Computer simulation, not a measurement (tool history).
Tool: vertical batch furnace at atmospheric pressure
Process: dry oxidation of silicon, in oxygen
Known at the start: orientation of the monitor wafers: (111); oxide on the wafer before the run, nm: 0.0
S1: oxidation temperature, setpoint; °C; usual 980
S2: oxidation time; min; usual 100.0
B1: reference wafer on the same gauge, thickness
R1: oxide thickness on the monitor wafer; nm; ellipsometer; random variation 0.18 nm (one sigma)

run	hour	S1	S2	B1	R1
1	0.0	980	100.0	83.35	79.13
2	38.6	980	100.0	83.32	79.11
3	69.2	980	100.0	83.35	79.37
4	134.7	980	100.0	83.33	79.25
5	197.0	980	100.0	83.31	79.35
6	260.6	965	100.0	83.34	71.19
7	285.7	980	100.0	83.28	79.48
8	408.9	980	100.0	83.29	79.94
9	435.0	980	124.5	83.30	92.13
10	466.7	980	124.5	83.29	91.98
11	537.9	995	100.0	83.29	88.57
12	572.2	980	110.5	83.31	85.30
13	772.3	980	110.5	83.28	85.20
14	894.4	980	110.5	83.33	85.61
15	1067.8	980	100.0	83.32	80.04
16	1105.7	965	53.0	83.30	46.58
17	1141.7	980	53.5	83.28	52.55
18	1190.1	1003	100.0	83.36	94.01
19	1214.9	968	126.5	83.27	85.41
20	1284.2	987	100.0	83.32	83.95
# hour 1306.2: gauge calibrated
21	1329.8	988	57.0	83.26	58.39
22	1359.4	980	100.0	83.27	80.33
23	1422.6	980	100.0	83.26	79.93
# hour 1479.7: thermocouples replaced and temperature profile calibrated
24	1488.9	964	130.0	83.30	82.39
25	1555.8	958	149.0	83.28	86.40
# hour 1608.9: boat lift adjusted
26	1752.8	999	74.5	83.35	74.40
27	1801.3	992	147.0	83.25	109.73
28	1869.7	980	100.0	83.25	78.70
29	1901.8	972	134.0	83.32	89.96
30	1950.2	961	100.0	83.30	68.39
31	2072.9	991	147.5	83.30	110.23

Hidden state or all else? Some run-to-run changes of R1, split into what the settings, what came in and random variation would give without the hidden state, and what is left for the hidden state (with any gauge scatter that isn't in both results):
The hidden state here: true tube temperature minus thermocouple reading, K; monitor wafer colder than the profiled boat position, K; gauge reads high (%).
Run 15 -> 16: S1 980 -> 965, S2 100.0 -> 53.0. R1 -33.46 nm: hidden state -0.91, all else -32.55.
Run 17 -> 18: S1 980 -> 1003, S2 53.5 -> 100.0. R1 +41.46 nm: hidden state +1.32, all else +40.14.
Run 23 -> 24: S1 980 -> 964, S2 100.0 -> 130.0, thermocouples replaced and temperature profile calibrated. R1 +2.46 nm: hidden state -2.04, all else +4.50.
Run 26 -> 27: S1 999 -> 992, S2 74.5 -> 147.0. R1 +35.33 nm: hidden state +0.55, all else +34.78.
Run 30 -> 31: S1 961 -> 991, S2 100.0 -> 147.5. R1 +41.84 nm: hidden state +0.85, all else +40.99.
